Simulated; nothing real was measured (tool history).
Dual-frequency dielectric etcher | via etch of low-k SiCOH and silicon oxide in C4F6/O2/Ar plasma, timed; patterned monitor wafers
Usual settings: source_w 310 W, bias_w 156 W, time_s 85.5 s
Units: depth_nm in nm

run    hour  source_w  bias_w  time_s  wafers since the last listed run  hours since the last wet clean  hours since the last source power generator calibration  hours since the last bias power generator calibration  hours since the last upper electrode change  hours since the gauge calibration  read-back reference wafer on the same gauge, depth_nm  depth_nm
  1       0       310     147    85.5                                 0                           494.2                                                    349.3                                                 2367.8                                       5141.7                             3077.8                                                  203.9     182.6
  2    51.4       310     172    85.5                               795                           545.6                                                    400.7                                                 2419.2                                       5193.1                             3129.2                                                  203.8       191
  3     118       340     156    85.5                              1030                           612.2                                                    467.3                                                 2485.8                                       5259.7                             3195.8                                                  203.5     193.5
      193.3  -- wet clean of the chamber
  4   196.5       310     156    85.5                               843                             3.2                                                    545.8                                                 2564.3                                       5338.2                             3274.3                                                  203.9     182.2
        255  -- upper electrode replaced
  5   255.5       310     156    85.5                               541                            62.2                                                    604.8                                                 2623.3                                          0.5                             3333.3                                                  204.1     182.3
  6   318.6       310     156    85.5                               976                           125.3                                                    667.9                                                 2686.4                                         63.6                             3396.4                                                  204.3     182.6
  7   419.2       340     128    85.5                              1556                           225.9                                                    768.5                                                   2787                                        164.2                               3497                                                  204.2     183.7
  8     493       340     128    85.5                              1141                           299.7                                                    842.3                                                 2860.8                                          238                             3570.8                                                    204     182.2
  9   564.5       270     146      69                              1106                           371.2                                                    913.8                                                 2932.3                                        309.5                             3642.3                                                  204.2     137.4
      575.9  -- bias power generator calibrated
 10   624.1       310     124    85.5                               860                           430.8                                                    973.4                                                   48.2                                        369.1                             3701.9                                                  203.9     173.6
 11   680.5       310     156    85.5                               872                           487.2                                                   1029.8                                                  104.6                                        425.5                             3758.3                                                  204.2     184.9
      742.9  -- gauge calibrated
 12     781       310     191    85.5                              1554                           587.7                                                   1130.3                                                  205.1                                          526                               38.1                                                  203.6     195.6
 13     838       310     156    85.5                               881                           644.7                                                   1187.3                                                  262.1                                          583                               95.1                                                  203.9     185.3
      880.3  -- wet clean of the chamber
 14   913.8       310     175   108.5                               801                            33.5                                                   1263.1                                                  337.9                                        658.8                              170.9                                                  203.9     238.2
 15   994.8       310     156    94.5                              1253                           114.5                                                   1344.1                                                  418.9                                        739.8                              251.9                                                    204     201.6
 16  1053.5       250     167      70                               908                           173.2                                                   1402.8                                                  477.6                                        798.5                              310.6                                                  204.2     138.3
 17  1133.9       310     185    85.5                              1243                           253.6                                                   1483.2                                                    558                                        878.9                                391                                                  204.2     192.5
 18  1214.9       250     130    85.5                              1253                           334.6                                                   1564.2                                                    639                                        959.9                                472                                                  204.2     160.1
 19  1309.3       310     156    85.5                              1460                             429                                                   1658.6                                                  733.4                                       1054.3                              566.4                                                  204.1     184.2
 20  1408.4       310     170     110                              1533                           528.1                                                   1757.7                                                  832.5                                       1153.4                              665.5                                                  203.8     243.9
 21  1452.5       310     156    63.5                               682                           572.2                                                   1801.8                                                  876.6                                       1197.5                              709.6                                                  204.1     137.9
     1501.6  -- source power generator calibrated
 22  1534.8       310     156    85.5                              1211                           654.5                                                     33.2                                                  958.9                                       1279.8                              791.9                                                  203.9     187.1
 23  1588.6       290     186   110.5                               832                           708.3                                                       87                                                 1012.7                                       1333.6                              845.7                                                  204.2     245.1
 24  1638.8       380     127    85.5                               776                           758.5                                                    137.2                                                 1062.9                                       1383.8                              895.9                                                  204.4     195.8
     1691.2  -- wet clean of the chamber
 25  1691.7       250     156    85.5                               447                             0.5                                                    190.1                                                 1115.8                                       1436.7                              948.8                                                  203.9       164
 26  1717.6       310     156    85.5                               400                            26.4                                                      216                                                 1141.7                                       1462.6                              974.7                                                  204.1     182.9
 27  1817.9       310     170   108.5                              1551                           126.7                                                    316.3                                                   1242                                       1562.9                               1075                                                  203.7     235.9
 28  1900.3       250     186    78.5                              1274                           209.1                                                    398.7                                                 1324.4                                       1645.3                             1157.4                                                  203.9     159.9
 29  1983.2       310     132   106.5                              1282                             292                                                    481.6                                                 1407.3                                       1728.2                             1240.3                                                  203.5     219.5
 30  2055.2       260     156    69.5                              1113                             364                                                    553.6                                                 1479.3                                       1800.2                             1312.3                                                  203.4     138.5

The tool's hidden state at each run:
source power that arrives over what is set, %: 0 in every run
bias power that arrives over what is set, %: 0 in every run
gauge reads high (%): 0 in every run
H1: etch rate over this chamber's usual, %
run       H1
  1     2.05
  2     2.26
  3     2.53
  4   -0.262
  5  -0.0226
  6    0.233
  7    0.641
  8    0.941
  9     1.23
 10     1.47
 11      1.7
 12     2.11
 13     2.34
 14    0.128
 15    0.457
 16    0.695
 17     1.02
 18     1.35
 19     1.73
 20     2.13
 21     2.31
 22     2.65
 23     2.87
 24     3.07
 25   0.0926
 26    0.198
 27    0.605
 28    0.939
 29     1.28
 30     1.57

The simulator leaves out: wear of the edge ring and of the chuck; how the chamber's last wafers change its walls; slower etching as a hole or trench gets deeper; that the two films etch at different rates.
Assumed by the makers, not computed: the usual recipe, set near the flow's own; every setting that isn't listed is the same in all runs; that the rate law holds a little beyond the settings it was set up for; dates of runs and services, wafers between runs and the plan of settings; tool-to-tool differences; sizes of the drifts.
